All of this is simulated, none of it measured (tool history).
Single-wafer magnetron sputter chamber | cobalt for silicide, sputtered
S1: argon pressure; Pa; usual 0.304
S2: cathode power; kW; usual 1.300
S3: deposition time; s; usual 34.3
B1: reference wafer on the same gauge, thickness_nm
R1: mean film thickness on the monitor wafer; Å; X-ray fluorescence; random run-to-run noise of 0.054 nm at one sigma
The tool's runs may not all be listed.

run	hour	S1	S2	S3	B1	R1
1	0.0	0.332	1.300	30.8	24.606	207.28
2	0.3	0.304	1.500	34.3	24.610	268.06
# hour 8.3: gauge calibrated
3	15.2	0.304	1.500	34.3	24.597	269.10
4	31.7	0.304	1.500	34.3	24.593	269.08
5	41.8	0.304	1.300	34.3	24.595	232.34
6	51.9	0.304	1.300	34.3	24.603	232.77
7	63.8	0.304	1.300	34.3	24.598	232.43
8	71.5	0.304	1.300	34.3	24.583	231.98
9	81.5	0.304	1.300	34.3	24.595	232.13
10	94.5	0.304	1.300	36.8	24.598	249.26
11	107.0	0.304	1.300	36.8	24.583	249.88
12	120.5	0.304	1.300	36.8	24.603	250.38
13	130.2	0.304	1.550	34.3	24.602	277.27
14	141.9	0.236	1.300	34.3	24.595	236.45
15	149.5	0.236	1.300	34.3	24.600	235.60
16	161.7	0.304	1.450	34.3	24.600	259.24
17	170.1	0.304	1.300	34.3	24.597	231.66
18	188.1	0.410	1.550	40.4	24.610	320.70
19	198.3	0.396	1.550	39.0	24.608	307.35
# hour 246.7: capacitance manometer re-zeroed and calibrated
20	247.2	0.271	1.300	38.2	24.600	261.35
# hour 257.7: magnet pack replaced
21	258.2	0.304	1.050	34.3	24.598	187.98
22	264.5	0.417	1.600	34.3	24.610	279.42
23	272.9	0.304	1.300	34.3	24.604	232.44
# hour 292.0: sputter target and shields replaced
24	292.5	0.227	1.500	30.9	24.608	245.96
25	295.1	0.260	1.300	34.3	24.602	234.43
# hour 297.5: gauge calibrated
26	305.2	0.404	1.300	34.3	24.599	228.20

For run 27, what comes out?
27	319.0	0.304	1.300	34.3	?	?

B1: 24.584
R1: 232.48 Å
The same run, on a tool lacking any hidden state, would have yielded R1 232.48 Å.

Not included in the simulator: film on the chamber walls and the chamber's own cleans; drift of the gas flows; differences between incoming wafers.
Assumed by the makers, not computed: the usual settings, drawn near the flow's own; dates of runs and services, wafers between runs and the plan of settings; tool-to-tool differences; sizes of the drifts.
